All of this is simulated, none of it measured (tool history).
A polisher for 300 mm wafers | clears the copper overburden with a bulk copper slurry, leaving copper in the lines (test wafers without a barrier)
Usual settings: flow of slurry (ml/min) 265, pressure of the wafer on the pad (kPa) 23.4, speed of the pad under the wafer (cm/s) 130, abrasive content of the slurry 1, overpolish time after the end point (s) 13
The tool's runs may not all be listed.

run     day  flow of slurry (ml/min)  pressure of the wafer on the pad (kPa)  speed of the pad under the wafer (cm/s)  abrasive content of the slurry  overpolish time after the end point (s)  incoming thickness of the incoming film, nm  time until the end point was called (s)  dishing of a wide line in a test structure (angstrom)
  1       0                      265                                    23.4                                      130                               1                                       13                                       1433.4                                    108.1                                                    796
  2   1.167                      265                                    23.4                                      130                               1                                       13                                       1423.6                                    107.4                                                    792
  3   1.696                      265                                    23.4                                      130                               1                                       13                                       1407.8                                    105.3                                                    818
  4   2.504                      265                                    23.4                                      130                               1                                       13                                       1442.9                                    106.7                                                    791
  5    3.65                      265                                    23.4                                      130                               1                                       13                                       1433.4                                      110                                                    780
      4.633  -- slurry blender recalibrated
  6   4.796                      265                                    23.4                                      130                               1                                       13                                       1427.5                                     98.3                                                    820
  7   5.883                      265                                    23.4                                      130                             1.2                                       13                                       1417.4                                     93.9                                                    837
      6.262  -- worn pad replaced by a new one
  8    6.85                      265                                    23.4                                      130                               1                                       13                                       1423.2                                     99.6                                                    799
  9   7.829                      265                                    23.4                                      130                            1.15                                       13                                       1446.6                                     99.1                                                    822
      9.017  -- slurry nozzle cleaned
 10   9.692                      200                                    16.5                                      168                               1                                        9                                       1418.7                                     98.5                                                    656
 11  10.454                      265                                    23.4                                      130                               1                                       13                                       1392.6                                     96.8                                                    828
     11.838  -- head pressure recalibrated
 12  14.325                      265                                    23.4                                      142                               1                                       21                                       1389.5                                     95.3                                                    994
     15.025  -- worn pad replaced by a new one
 13   15.05                      265                                    23.4                                      130                            1.25                                        9                                       1406.9                                    102.9                                                    663
 14   16.15                      350                                    23.4                                      170                               1                                       13                                       1441.5                                       81                                                    922
     16.371  -- slurry blender recalibrated
 15  17.375                      225                                    23.4                                      130                               1                                       13                                       1428.3                                    102.2                                                    836
 16  18.138                      170                                    23.4                                      130                            0.75                                       13                                       1435.9                                    109.3                                                    785
 17  21.525                      265                                      29                                      130                             1.2                                        8                                       1391.3                                     83.5                                                    707
 18  22.233                      175                                    23.4                                      130                             0.8                                       17                                       1402.7                                      107                                                    884
 19  23.217                      265                                    23.4                                      130                               1                                       13                                       1412.2                                    101.7                                                    830
     23.962  -- worn pad replaced by a new one
 20  23.983                      265                                    23.4                                      102                               1                                        7                                       1441.9                                    132.1                                                    487
 21  24.642                      265                                    23.4                                      130                               1                                       13                                       1403.3                                     99.4                                                    829
     25.683  -- head pressure recalibrated
 22  25.879                      265                                    23.4                                      144                               1                                       13                                       1420.7                                     99.9                                                    822
 23  26.708                      265                                      29                                      150                            0.85                                       19                                       1424.4                                     84.9                                                   1012
 24    27.4                      265                                    23.4                                       96                             1.2                                       13                                       1419.3                                    143.9                                                    679
 25  28.279                      265                                    23.4                                      158                             1.2                                       13                                       1428.2                                     87.1                                                    857
     28.758  -- slurry blender recalibrated
 26  28.808                      265                                    23.4                                      130                             1.1                                       13                                       1446.5                                    100.4                                                    831
 27  30.217                      265                                    23.4                                      130                               1                                        7                                       1436.6                                    102.5                                                    550
 28  31.504                      265                                    23.4                                      130                               1                                       13                                       1420.8                                    104.3                                                    829

Forecast each of these 4 alternatives for the next run:
  A  31.525                      185                                    23.4                                      130                               1                                       13                                       1433.1                                        ?                                                      ?
  B  31.525                      290                                    23.4                                      130                             1.1                                       13                                       1433.1                                        ?                                                      ?
  C  31.525                      225                                    23.4                                      130                            1.15                                       13                                       1433.1                                        ?                                                      ?
  D  31.525                      265                                    23.4                                      102                               1                                       13                                       1433.1                                        ?                                                      ?

run  time until the end point was called (s)  dishing of a wide line in a test structure (angstrom)
  A                                    107.7                                                    779
  B                                    101.4                                                    802
  C                                    102.6                                                    798
  D                                    132.8                                                    697
Without the tool's hidden state the same runs would have given:
run  time until the end point was called (s)  dishing of a wide line in a test structure (angstrom)
  A                                    105.3                                                    788
  B                                     99.1                                                    811
  C                                    100.3                                                    806
  D                                    129.8                                                    706

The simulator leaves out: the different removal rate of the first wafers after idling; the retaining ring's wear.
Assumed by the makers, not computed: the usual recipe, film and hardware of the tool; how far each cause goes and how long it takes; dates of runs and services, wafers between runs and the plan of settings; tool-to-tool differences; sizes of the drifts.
